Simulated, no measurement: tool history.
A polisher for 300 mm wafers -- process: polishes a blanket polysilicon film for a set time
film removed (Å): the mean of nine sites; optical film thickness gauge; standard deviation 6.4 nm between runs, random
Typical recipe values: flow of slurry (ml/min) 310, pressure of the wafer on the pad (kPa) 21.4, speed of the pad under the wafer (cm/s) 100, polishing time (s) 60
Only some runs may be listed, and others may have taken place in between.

| run | day | flow of slurry (ml/min) | pressure of the wafer on the pad (kPa) | speed of the pad under the wafer (cm/s) | polishing time (s) | incoming thickness of the incoming film, nm | film removed (Å) |
|---|---|---|---|---|---|---|---|
| 1 | 0 | 310 | 21.4 | 100 | 60 | 1589.3 | 5220 |
| 2 | 1.962 | 310 | 21.4 | 100 | 60 | 1576.7 | 5237 |
|  | 4.004 | slurry nozzle cleaned |
| 3 | 4.067 | 310 | 21.4 | 100 | 60 | 1571.9 | 5288 |
| 4 | 6.825 | 310 | 21.4 | 100 | 60 | 1541.2 | 5284 |
|  | 7.371 | worn pad replaced by a new one |
| 5 | 10.942 | 310 | 21.4 | 100 | 60 | 1570.6 | 5209 |
| 6 | 13.233 | 310 | 21.4 | 100 | 60 | 1531.3 | 5148 |
| 7 | 15.883 | 310 | 21.4 | 100 | 60 | 1579.2 | 5058 |
|  | 18.846 | head pressure recalibrated |
| 8 | 23.733 | 310 | 21.4 | 100 | 60 | 1562 | 4789 |
| 9 | 25.254 | 310 | 21.4 | 100 | 60 | 1585 | 4751 |
|  | 27.175 | worn pad replaced by a new one |
| 10 | 27.258 | 310 | 21.4 | 100 | 60 | 1559.7 | 4773 |
|  | 32.196 | slurry nozzle cleaned |
| 11 | 34.438 | 310 | 21.4 | 100 | 43 | 1544.4 | 3387 |
| 12 | 36.375 | 310 | 21.4 | 100 | 43 | 1566.1 | 3432 |
|  | 38.883 | head pressure recalibrated, repeated, since the last time left the tool worse |
| 13 | 38.904 | 310 | 21.4 | 100 | 43 | 1584.8 | 3946 |
| 14 | 40.879 | 310 | 21.4 | 100 | 51 | 1532.9 | 4578 |
| 15 | 42.662 | 310 | 17.2 | 100 | 60 | 1573.4 | 4696 |
| 16 | 45.346 | 310 | 17.2 | 100 | 60 | 1548.6 | 4437 |
|  | 46.875 | worn pad replaced by a new one |
| 17 | 47.804 | 390 | 21.4 | 100 | 60 | 1525.3 | 5527 |
| 18 | 51.075 | 370 | 21.4 | 100 | 60 | 1556.6 | 5501 |
| 19 | 52.979 | 310 | 13.8 | 116 | 60 | 1566.3 | 4349 |
| 20 | 54.583 | 310 | 21.4 | 100 | 60 | 1565.7 | 5491 |
| 21 | 56.479 | 310 | 21.4 | 100 | 43 | 1584 | 3881 |
|  | 58.138 | slurry nozzle cleaned |
| 22 | 59.246 | 310 | 21.4 | 100 | 60 | 1566.1 | 5426 |
| 23 | 60.625 | 310 | 21.4 | 100 | 60 | 1569.4 | 5329 |
| 24 | 62.904 | 310 | 21.4 | 90 | 60 | 1558.8 | 4778 |
| 25 | 65.875 | 310 | 21.4 | 86 | 60 | 1548 | 4555 |
|  | 66.229 | worn pad replaced by a new one |
| 26 | 68.333 | 280 | 21.4 | 82 | 81 | 1587.6 | 5864 |
| 27 | 69.85 | 310 | 21.4 | 100 | 60 | 1576.1 | 5211 |
| 28 | 72.088 | 310 | 26.2 | 76 | 60 | 1570.1 | 4890 |
| 29 | 73.296 | 255 | 16.5 | 74 | 74 | 1580.4 | 3830 |
| 30 | 76.062 | 310 | 21.4 | 100 | 60 | 1543.9 | 5235 |
| 31 | 77.225 | 350 | 21.4 | 100 | 51 | 1558.5 | 4509 |
| 32 | 79.833 | 200 | 15.9 | 78 | 60 | 1557.6 | 3055 |
| 33 | 82.058 | 360 | 28.3 | 124 | 45 | 1541.6 | 6192 |
|  | 82.554 | slurry nozzle cleaned |
|  | 84.308 | worn pad replaced by a new one |
| 34 | 85.004 | 235 | 21.4 | 74 | 60 | 1580.6 | 3679 |
|  | 87.704 | head pressure recalibrated |
| 35 | 87.879 | 310 | 21.4 | 78 | 60 | 1555.1 | 4141 |
| 36 | 89.096 | 310 | 16.5 | 124 | 60 | 1527 | 5448 |
| 37 | 90.396 | 375 | 21.4 | 114 | 60 | 1577 | 6202 |

What if the next run were any one of these 4? Each begins from the tool's condition after run 37:
| A | 90.412 | 215 | 21.4 | 100 | 60 | 1553.3 | ? |
| B | 90.412 | 405 | 15.2 | 120 | 53 | 1553.3 | ? |
| C | 90.412 | 240 | 24.1 | 100 | 60 | 1553.3 | ? |
| D | 90.412 | 310 | 21.4 | 70 | 60 | 1553.3 | ? |

| run | film removed (Å) |
|---|---|
| A | 5167 |
| B | 4402 |
| C | 5824 |
| D | 3779 |
With the hidden condition removed and each run's random variation left untouched, the same runs would have given:
| run | film removed (Å) |
|---|---|
| A | 5197 |
| B | 4427 |
| C | 5857 |
| D | 3800 |
